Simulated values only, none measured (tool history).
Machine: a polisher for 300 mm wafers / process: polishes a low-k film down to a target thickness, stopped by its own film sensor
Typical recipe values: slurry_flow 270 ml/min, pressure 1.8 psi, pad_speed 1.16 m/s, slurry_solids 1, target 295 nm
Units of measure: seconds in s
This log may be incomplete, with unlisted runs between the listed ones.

run	hour	slurry_flow	pressure	pad_speed	slurry_solids	target	wafers since the last listed run	wafers polished on this pad	hours since the slurry nozzle was cleaned	hours since the head pressure was calibrated	hours since the slurry blender was calibrated	hours since the conditioning disc was replaced	incoming thickness of the incoming film, nm	seconds
1	0	270	1.8	1.16	1	295	0	597	243	1256.9	186.4	23	329.2	107.5
2	17	270	1.8	1.16	1	295	149	747	260	1273.9	203.4	40	327	105.2
3	33.2	270	1.8	1.16	1.15	295	142	890	276.2	1290.1	219.6	56.2	335.4	128
# hour 35.5: head pressure recalibrated
4	39.4	270	1.8	1.16	1.15	295	37	927	282.4	3.9	225.8	62.4	332.6	119.4
5	48.5	270	1.8	1.16	1	295	80	1007	291.5	13	234.9	71.5	330.1	115.6
# hour 60.6: slurry nozzle cleaned
6	62.9	270	1.8	1.16	1	295	118	1125	2.3	27.4	249.3	85.9	333	113.9
7	94.7	270	1.8	1.16	1	295	280	1406	34.1	59.2	281.1	117.7	327.1	94.4
8	100.8	270	1.8	0.92	0.7	288	53	1459	40.2	65.3	287.2	123.8	328.7	162.2
# hour 112.5: worn pad replaced by a new one
9	113	270	1.8	1.16	1	295	72	4	52.4	77.5	299.4	136	329.8	106.3
10	118.2	195	1.8	1.16	1	285	45	50	57.6	82.7	304.6	141.2	335.5	158.1
# hour 125.7: conditioning disc replaced and pad reconditioned
11	129.2	190	1.8	1.16	1	295	79	129	68.6	93.7	315.6	3.5	328.7	106.5
12	137.1	295	1.8	1.16	1	284	69	198	76.5	101.6	323.5	11.4	334.7	151.3
13	144.1	345	2.2	1.4	1	295	61	260	83.5	108.6	330.5	18.4	328.2	72.4
14	161.6	270	2.3	1.38	1.15	295	154	414	101	126.1	348	35.9	330.2	71.7
15	168.6	270	1.8	1.16	1	295	61	476	108	133.1	355	42.9	324.9	90.4
# hour 211.9: slurry blender recalibrated
16	212.4	270	1.8	0.8	1.2	289	368	845	151.8	176.9	0.5	86.7	334.8	173.2
17	218.8	175	1.8	1.54	0.8	295	56	901	158.2	183.3	6.9	93.1	330.6	101.6
18	225.7	295	1.8	1.16	1	284	60	962	165.1	190.2	13.8	100	327.8	130.8
19	235.6	270	1.8	1.16	1	295	87	1049	175	200.1	23.7	109.9	328.8	105
20	252.4	270	1.8	1.16	0.75	295	148	1197	191.8	216.9	40.5	126.7	332.6	128.6
# hour 262.5: conditioning disc replaced and pad reconditioned
21	263.1	270	1.8	1.46	1.1	301	76	1274	202.5	227.6	51.2	0.6	325.8	63.1
# hour 277.4: worn pad replaced by a new one
22	277.9	270	1.8	0.92	1	305	95	4	217.3	242.4	66	15.4	327.4	84.7
23	289	270	1.8	1.16	1	295	97	102	228.4	253.5	77.1	26.5	327.1	99.9
24	295.7	270	1.8	1.16	1	295	59	161	235.1	260.2	83.8	33.2	335.7	126.3
25	302.2	270	1.8	1.16	1	295	57	218	241.6	266.7	90.3	39.7	330.1	107.6
26	318.7	310	2.4	1.16	0.75	298	145	364	258.1	283.2	106.8	56.2	336.1	101.3

Pick out some run-to-run changes in seconds. Of each, how much would a tool without hidden state show as well, from the settings, what came in and chance, and how much is left for the hidden state and any gauge scatter not in both results compared?
Hidden state present: removal rate lost through wear of the pad, %; slurry flow missing at the pad, %; deviation of the head's pressure from its setpoint, %; abrasive missing from the slurry, %; time polished since the conditioner stopped cutting, s.
Run 2 -> 3: slurry_solids 1 -> 1.15. seconds +22.8 s: hidden state +3.3, all else +19.5.
Run 5 -> 6: slurry nozzle cleaned. seconds -1.7 s: hidden state -11.1, all else +9.4.
Run 12 -> 13: slurry_flow 295 -> 345, pressure 1.8 -> 2.2, pad_speed 1.16 -> 1.4, target 284 -> 295. seconds -78.9 s: hidden state -0.5, all else -78.4.
Run 15 -> 16: pad_speed 1.16 -> 0.8, slurry_solids 1 -> 1.2, target 295 -> 289, slurry blender recalibrated. seconds +82.8 s: hidden state +2, all else +80.8.

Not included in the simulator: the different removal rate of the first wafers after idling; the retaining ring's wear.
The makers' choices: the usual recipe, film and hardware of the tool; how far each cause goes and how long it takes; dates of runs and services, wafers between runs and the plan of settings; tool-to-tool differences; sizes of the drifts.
